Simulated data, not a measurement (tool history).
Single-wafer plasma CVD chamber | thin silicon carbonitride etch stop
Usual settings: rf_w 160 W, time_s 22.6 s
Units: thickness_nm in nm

run	hour	rf_w	time_s	read-back reference wafer on the same gauge, thickness_nm	thickness_nm
1	0.0	160	19.5	11.096	9.990
2	79.1	160	19.5	11.096	9.996
3	116.2	160	22.6	11.103	11.648
4	200.1	170	22.6	11.102	11.808
5	482.1	170	22.6	11.093	11.779
6	583.2	160	22.6	11.102	11.565
7	671.3	175	22.6	11.098	11.993
8	775.6	160	22.6	11.099	11.586
9	878.0	160	22.6	11.099	11.606
10	916.4	160	22.6	11.105	11.615
11	957.3	160	26.1	11.105	13.405
12	1029.1	160	22.6	11.100	11.588
13	1075.8	160	22.6	11.105	11.616
14	1389.6	130	18.2	11.105	8.715
15	1464.4	130	25.3	11.104	12.077
16	1507.1	160	22.6	11.097	11.587
17	1558.0	145	23.7	11.098	11.782
18	1647.3	175	21.1	11.105	11.212
19	1719.2	180	26.0	11.099	13.909
20	1756.5	175	22.6	11.103	11.980
21	1813.5	150	19.4	11.098	9.769

Not shown: 4 entries that the log had between the listed runs. Between which runs, and how does the tool's hidden state differ before and after?
Between runs 8 and 9: RF generator calibrated (hour 843.3); gauge calibrated (hour 847.1)
  no hidden state differs between the two runs
Between runs 9 and 10: showerhead replaced (hour 887.6)
  no hidden state differs between the two runs
Between runs 10 and 11: thermocouple changed; heater temperature recalibrated (hour 954.9)
  no hidden state differs between the two runs
